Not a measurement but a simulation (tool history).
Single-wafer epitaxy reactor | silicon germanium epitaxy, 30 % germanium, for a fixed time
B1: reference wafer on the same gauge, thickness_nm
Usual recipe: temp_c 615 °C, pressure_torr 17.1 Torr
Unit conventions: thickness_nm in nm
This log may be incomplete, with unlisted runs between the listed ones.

run 1 hour=0 | temp_c=615 pressure_torr=17.1 | B1=72.302 | thickness_nm=71.273
run 2 hour=13.2 | temp_c=615 pressure_torr=17.1 | B1=72.279 | thickness_nm=71.58
run 3 hour=25.1 | temp_c=615 pressure_torr=17.1 | B1=72.27 | thickness_nm=71.359
run 4 hour=49.2 | temp_c=615 pressure_torr=17.1 | B1=72.331 | thickness_nm=71.244
run 5 hour=101.4 | temp_c=615 pressure_torr=17.1 | B1=72.305 | thickness_nm=71.487
run 6 hour=113 | temp_c=615 pressure_torr=17.1 | B1=72.333 | thickness_nm=71.186
-- hour=126.2 pyrometer calibrated
run 7 hour=126.7 | temp_c=615 pressure_torr=17.1 | B1=72.322 | thickness_nm=69.694
-- hour=141.8 showerhead replaced
run 8 hour=142.3 | temp_c=615 pressure_torr=17.1 | B1=72.328 | thickness_nm=69.666
-- hour=150.6 capacitance manometer re-zeroed and calibrated
run 9 hour=151.1 | temp_c=615 pressure_torr=18.4 | B1=72.28 | thickness_nm=74.396
run 10 hour=154.4 | temp_c=615 pressure_torr=18.4 | B1=72.306 | thickness_nm=74.743
run 11 hour=169.3 | temp_c=615 pressure_torr=18.4 | B1=72.306 | thickness_nm=74.6
run 12 hour=175.8 | temp_c=615 pressure_torr=17.1 | B1=72.27 | thickness_nm=72.294
run 13 hour=193.2 | temp_c=615 pressure_torr=17.1 | B1=72.31 | thickness_nm=72.528
run 14 hour=208.3 | temp_c=626 pressure_torr=21 | B1=72.315 | thickness_nm=95.138
run 15 hour=261.6 | temp_c=629 pressure_torr=17.1 | B1=72.299 | thickness_nm=91.37
run 16 hour=267.9 | temp_c=602 pressure_torr=20.8 | B1=72.287 | thickness_nm=64.2
run 17 hour=281.2 | temp_c=615 pressure_torr=14.5 | B1=72.284 | thickness_nm=67.552
run 18 hour=294.8 | temp_c=625 pressure_torr=13.9 | B1=72.298 | thickness_nm=77.543
run 19 hour=310 | temp_c=602 pressure_torr=20.8 | B1=72.296 | thickness_nm=64.277
run 20 hour=317.4 | temp_c=615 pressure_torr=19.2 | B1=72.307 | thickness_nm=77.298
-- hour=319.3 gauge calibrated
run 21 hour=325.9 | temp_c=627 pressure_torr=15.5 | B1=72.277 | thickness_nm=84.974
run 22 hour=341.5 | temp_c=615 pressure_torr=13.5 | B1=72.287 | thickness_nm=65.513
run 23 hour=352 | temp_c=615 pressure_torr=17.1 | B1=72.312 | thickness_nm=73.291
run 24 hour=359.1 | temp_c=615 pressure_torr=13.8 | B1=72.297 | thickness_nm=66.172

Forecast run 25:
run 25 hour=376.8 | temp_c=615 pressure_torr=17.1 | B1=? | thickness_nm=?

{"run 25": {"B1": 72.299, "thickness_nm": 73.398}}
Had the tool carried no hidden state, the very same run would have given thickness_nm 71.997 nm.
